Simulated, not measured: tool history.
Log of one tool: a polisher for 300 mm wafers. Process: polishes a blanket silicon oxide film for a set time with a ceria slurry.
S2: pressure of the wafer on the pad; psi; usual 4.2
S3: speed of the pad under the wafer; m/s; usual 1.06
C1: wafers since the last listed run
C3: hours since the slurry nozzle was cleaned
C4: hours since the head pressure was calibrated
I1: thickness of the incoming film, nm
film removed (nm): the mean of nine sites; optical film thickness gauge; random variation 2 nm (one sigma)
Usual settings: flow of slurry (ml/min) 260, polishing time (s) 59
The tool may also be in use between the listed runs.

Run 1, day 0: usual settings; C1 0; wafers polished on this pad 777; C3 491; C4 565.8; I1 1030.9. Result: film removed (nm) 299.6.
Run 2, day 0.312: usual settings; C1 81; wafers polished on this pad 859; C3 498.5; C4 573.3; I1 1053.2. Result: film removed (nm) 300.4.
At day 0.558: worn pad replaced by a new one.
Run 3, day 0.75: usual settings; C1 70; wafers polished on this pad 50; C3 509; C4 583.8; I1 1037.6. Result: film removed (nm) 299.7.
Run 4, day 1.321: usual settings; C1 149; wafers polished on this pad 199; C3 522.7; C4 597.5; I1 1025.4. Result: film removed (nm) 297.4.
Run 5, day 3.204: usual settings; C1 492; wafers polished on this pad 692; C3 567.9; C4 642.7; I1 1047. Result: film removed (nm) 294.6.
Run 6, day 3.621: usual settings; C1 108; wafers polished on this pad 801; C3 577.9; C4 652.7; I1 1046.7. Result: film removed (nm) 297.4.
Run 7, day 3.958: usual settings; C1 88; wafers polished on this pad 889; C3 586; C4 660.8; I1 1045. Result: film removed (nm) 297.9.
Run 8, day 4.642: usual settings but S3 0.86 m/s; C1 178; wafers polished on this pad 1067; C3 602.4; C4 677.2; I1 1039.9. Result: film removed (nm) 261.3.
At day 5.258: worn pad replaced by a new one.
Run 9, day 5.279: usual settings; C1 123; wafers polished on this pad 5; C3 617.7; C4 692.5; I1 1040.8. Result: film removed (nm) 293.
Run 10, day 5.671: usual settings; C1 102; wafers polished on this pad 108; C3 627.1; C4 701.9; I1 1028.9. Result: film removed (nm) 292.9.
Run 11, day 6.025: usual settings; C1 92; wafers polished on this pad 200; C3 635.6; C4 710.4; I1 1036.5. Result: film removed (nm) 293.2.
At day 6.121: slurry nozzle cleaned.
Run 12, day 6.333: usual settings but S2 3.6 psi; C1 69; wafers polished on this pad 270; C3 5.1; C4 717.8; I1 1044.4. Result: film removed (nm) 271.6.
Run 13, day 6.729: usual settings but S2 3.6 psi; C1 103; wafers polished on this pad 374; C3 14.6; C4 727.3; I1 1035.8. Result: film removed (nm) 273.
Run 14, day 6.988: usual settings but flow of slurry (ml/min) 235; C1 67; wafers polished on this pad 441; C3 20.8; C4 733.5; I1 1050.1. Result: film removed (nm) 310.7.
Run 15, day 7.267: usual settings but flow of slurry (ml/min) 235; C1 72; wafers polished on this pad 514; C3 27.5; C4 740.2; I1 1041.1. Result: film removed (nm) 314.2.
Run 16, day 7.683: usual settings but flow of slurry (ml/min) 225; C1 108; wafers polished on this pad 623; C3 37.5; C4 750.2; I1 1046.8. Result: film removed (nm) 309.1.
Run 17, day 7.946: usual settings but flow of slurry (ml/min) 330, S2 2.9 psi, S3 0.82 m/s, polishing time (s) 49; C1 68; wafers polished on this pad 692; C3 43.8; C4 756.5; I1 1048.4. Result: film removed (nm) 161.9.
At day 8.792: worn pad replaced by a new one.
Run 18, day 8.812: usual settings but polishing time (s) 71; C1 183; wafers polished on this pad 5; C3 64.6; C4 777.3; I1 1060. Result: film removed (nm) 380.5.
Run 19, day 9.038: usual settings but flow of slurry (ml/min) 210, S2 3.7 psi, polishing time (s) 79; C1 58; wafers polished on this pad 64; C3 70; C4 782.7; I1 1048.8. Result: film removed (nm) 358.8.
Run 20, day 9.308: usual settings but S2 4.8 psi, polishing time (s) 47; C1 70; wafers polished on this pad 135; C3 76.5; C4 789.2; I1 1057.5. Result: film removed (nm) 286.3.
Run 21, day 10.046: usual settings but S2 4.7 psi, S3 0.74 m/s, polishing time (s) 73; C1 192; wafers polished on this pad 328; C3 94.2; C4 806.9; I1 1044.3. Result: film removed (nm) 357.4.
Run 22, day 10.504: usual settings but flow of slurry (ml/min) 190, S2 5.6 psi, S3 0.78 m/s, polishing time (s) 44; C1 119; wafers polished on this pad 447; C3 105.2; C4 817.9; I1 1040.9. Result: film removed (nm) 251.7.
Run 23, day 10.908: usual settings but flow of slurry (ml/min) 215; C1 105; wafers polished on this pad 553; C3 114.9; C4 827.6; I1 1042.8. Result: film removed (nm) 304.6.
Run 24, day 11.496: usual settings; C1 153; wafers polished on this pad 707; C3 129; C4 841.7; I1 1043.1. Result: film removed (nm) 317.7.
At day 11.95: head pressure recalibrated.
Run 25, day 11.992: usual settings; C1 107; wafers polished on this pad 815; C3 140.9; C4 1; I1 1018.4. Result: film removed (nm) 292.2.
Run 26, day 12.412: usual settings; C1 110; wafers polished on this pad 925; C3 151; C4 11.1; I1 1043.2. Result: film removed (nm) 292.
At day 12.979: worn pad replaced by a new one.
Run 27, day 13.1: usual settings but S2 4.7 psi, S3 0.74 m/s, polishing time (s) 73; C1 136; wafers polished on this pad 31; C3 167.5; C4 27.6; I1 1036.5. Result: film removed (nm) 336.5.
Run 28, day 14.525: usual settings; C1 372; wafers polished on this pad 404; C3 201.7; C4 61.8; I1 1055.1. Result: film removed (nm) 296.9.
Run 29, day 14.883: usual settings but S3 0.74 m/s, polishing time (s) 48; C1 93; wafers polished on this pad 497; C3 210.3; C4 70.4; I1 1033.6. Result: film removed (nm) 196.4.
Run 30, day 15.467: usual settings but polishing time (s) 69; C1 152; wafers polished on this pad 650; C3 224.3; C4 84.4; I1 1045.6. Result: film removed (nm) 344.8.
Run 31, day 15.946: usual settings; C1 125; wafers polished on this pad 775; C3 235.8; C4 95.9; I1 1022.3. Result: film removed (nm) 297.3.
Run 32, day 16.212: usual settings but flow of slurry (ml/min) 300, S2 4.9 psi, S3 1.22 m/s, polishing time (s) 44; C1 69; wafers polished on this pad 845; C3 242.2; C4 102.3; I1 1020.7. Result: film removed (nm) 285.4.
Run 33, day 16.704: usual settings but flow of slurry (ml/min) 335, S2 4.9 psi, polishing time (s) 54; C1 128; wafers polished on this pad 973; C3 254; C4 114.1; I1 1041.4. Result: film removed (nm) 325.5.
At day 17.192: worn pad replaced by a new one.
Run 34, day 17.679: usual settings; C1 211; wafers polished on this pad 127; C3 277.4; C4 137.5; I1 1043.9. Result: film removed (nm) 297.
Run 35, day 18.392: usual settings but flow of slurry (ml/min) 170, S2 3 psi, S3 0.84 m/s, polishing time (s) 45; C1 186; wafers polished on this pad 313; C3 294.5; C4 154.6; I1 1056.8. Result: film removed (nm) 130.5.
Run 36, day 19.454: usual settings; C1 277; wafers polished on this pad 591; C3 320; C4 180.1; I1 1040.9. Result: film removed (nm) 297.7.

Forecast each of these 5 alternatives for the next run:
Run A, day 19.471: usual settings; C1 4; wafers polished on this pad 596; C3 320.4; C4 180.5; I1 1031.5. Result: film removed (nm) ?.
Run B, day 19.471: usual settings but polishing time (s) 47; C1 4; wafers polished on this pad 596; C3 320.4; C4 180.5; I1 1031.5. Result: film removed (nm) ?.
Run C, day 19.471: usual settings but S2 5.2 psi; C1 4; wafers polished on this pad 596; C3 320.4; C4 180.5; I1 1031.5. Result: film removed (nm) ?.
Run D, day 19.471: usual settings but flow of slurry (ml/min) 220, S3 0.96 m/s, polishing time (s) 38; C1 4; wafers polished on this pad 596; C3 320.4; C4 180.5; I1 1031.5. Result: film removed (nm) ?.
Run E, day 19.471: usual settings but flow of slurry (ml/min) 340, S2 3.8 psi; C1 4; wafers polished on this pad 596; C3 320.4; C4 180.5; I1 1031.5. Result: film removed (nm) ?.

run  film removed (nm)
  A              300.6
  B              239.5
  C              372.2
  D                178
  E              280.9
Without the tool's hidden state the same runs would have given:
run  film removed (nm)
  A              298.7
  B                238
  C              369.8
  D              177.8
  E              277.4
